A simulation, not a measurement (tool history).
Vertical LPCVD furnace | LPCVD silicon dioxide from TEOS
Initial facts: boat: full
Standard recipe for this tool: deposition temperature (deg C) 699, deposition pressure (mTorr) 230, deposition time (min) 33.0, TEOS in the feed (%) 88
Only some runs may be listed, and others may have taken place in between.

run	hour	deposition temperature (deg C)	deposition pressure (mTorr)	deposition time (min)	TEOS in the feed (%)	read-back reference wafer on the same gauge, thickness	film thickness on the monitor wafer in the middle of the boat (nm)
1	0.0	699	230	33.0	88	213.10	224.11
2	15.4	699	230	33.0	88	212.92	225.35
3	32.4	708	230	33.0	88	213.18	277.10
4	48.9	699	230	33.0	88	212.93	224.47
5	60.0	699	230	33.0	88	213.12	226.18
6	75.5	699	230	33.0	88	213.00	225.19
7	84.2	699	230	33.0	88	212.92	226.52
8	91.7	699	215	33.0	88	213.04	217.85
9	107.6	699	215	33.0	88	212.85	219.64
# hour 107.8: gauge calibrated
10	119.8	699	215	33.0	88	212.96	217.12
11	137.7	699	230	36.0	88	213.20	245.86
12	150.1	699	230	36.0	88	212.97	246.40
13	156.8	699	230	33.0	88	213.00	226.99
14	163.7	690	230	26.0	88	212.92	143.71
# hour 195.6: pressure gauge zeroed
# hour 201.7: thermocouples replaced and temperature profile calibrated
# hour 221.0: TEOS flow controller replaced
15	221.5	699	230	42.0	88	213.05	287.81
16	225.9	699	230	33.0	88	213.16	224.70
17	230.2	702	230	33.0	97	213.03	254.20
18	234.6	708	180	33.0	94	213.05	253.76
19	238.9	699	230	27.5	83	213.06	182.22
20	244.5	699	260	29.0	88	213.07	210.35
21	258.4	699	270	33.0	88	213.04	245.00
22	272.5	699	230	33.0	88	213.09	226.55
23	285.5	699	180	33.0	71	212.95	178.76
24	299.6	708	175	38.5	79	213.06	267.51

Each row is a separate what-if for the run after 24, all from the same tool condition, not one after another. Results?
A	304.1	699	230	40.0	88	?	?
B	304.1	699	230	25.5	71	?	?
C	304.1	711	230	29.0	88	?	?

run	read-back reference wafer on the same gauge, thickness	film thickness on the monitor wafer in the middle of the boat (nm)
A	213.04	272.04
B	213.04	155.78
C	213.04	259.98
Without the tool's unlogged condition, the same runs would have read:
run	film thickness on the monitor wafer in the middle of the boat (nm)
A	272.04
B	155.78
C	259.98
